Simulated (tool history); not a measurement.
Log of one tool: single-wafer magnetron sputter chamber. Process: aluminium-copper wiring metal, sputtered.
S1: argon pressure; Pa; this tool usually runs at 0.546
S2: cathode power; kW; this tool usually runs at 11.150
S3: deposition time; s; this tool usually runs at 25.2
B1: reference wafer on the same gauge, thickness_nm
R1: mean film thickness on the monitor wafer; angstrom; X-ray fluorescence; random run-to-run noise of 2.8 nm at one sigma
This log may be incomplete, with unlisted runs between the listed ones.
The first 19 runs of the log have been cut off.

run,hour,S1,S2,S3,B1,R1
20,456.1,0.358,8.700,25.2,459.585,4199.02
21,499.4,0.358,8.700,25.2,458.861,4202.91
# hour 563.6: magnet pack replaced
22,564.1,0.546,11.150,25.2,459.484,4660.96
23,575.7,0.685,13.300,25.2,459.655,5077.76
# hour 609.5: sputter target and shields replaced
24,610.0,0.749,11.150,25.2,458.064,4377.78
25,620.8,0.363,13.700,21.4,459.075,5857.61
26,637.4,0.444,8.600,21.2,459.155,3479.30
27,661.5,0.546,11.150,25.2,459.322,4984.60
28,674.5,0.546,11.150,25.2,458.977,4975.60
# hour 691.9: gauge calibrated
29,709.5,0.546,11.150,25.2,458.520,4922.06
30,739.8,0.546,12.200,25.2,459.286,5327.93
31,753.8,0.470,11.150,25.2,458.828,5142.81
32,781.9,0.386,11.150,28.6,459.412,6144.52
33,796.1,0.481,12.350,22.4,459.461,4986.71
34,814.6,0.546,11.150,25.2,459.516,4841.95

4 ways to go on from here, each from the tool as it stands after run 34. What would each give?
A,815.0,0.546,11.150,25.2,?,?
B,815.0,0.546,9.050,25.2,?,?
C,815.0,0.546,8.650,26.8,?,?
D,815.0,0.722,12.450,25.2,?,?

run,B1,R1
A,459.088,4847.46
B,459.088,3934.49
C,459.088,3999.35
D,459.088,4823.09
What these runs would have given with no unlogged condition in the tool:
run,R1
A,5021.85
B,4076.03
C,4143.23
D,4996.60
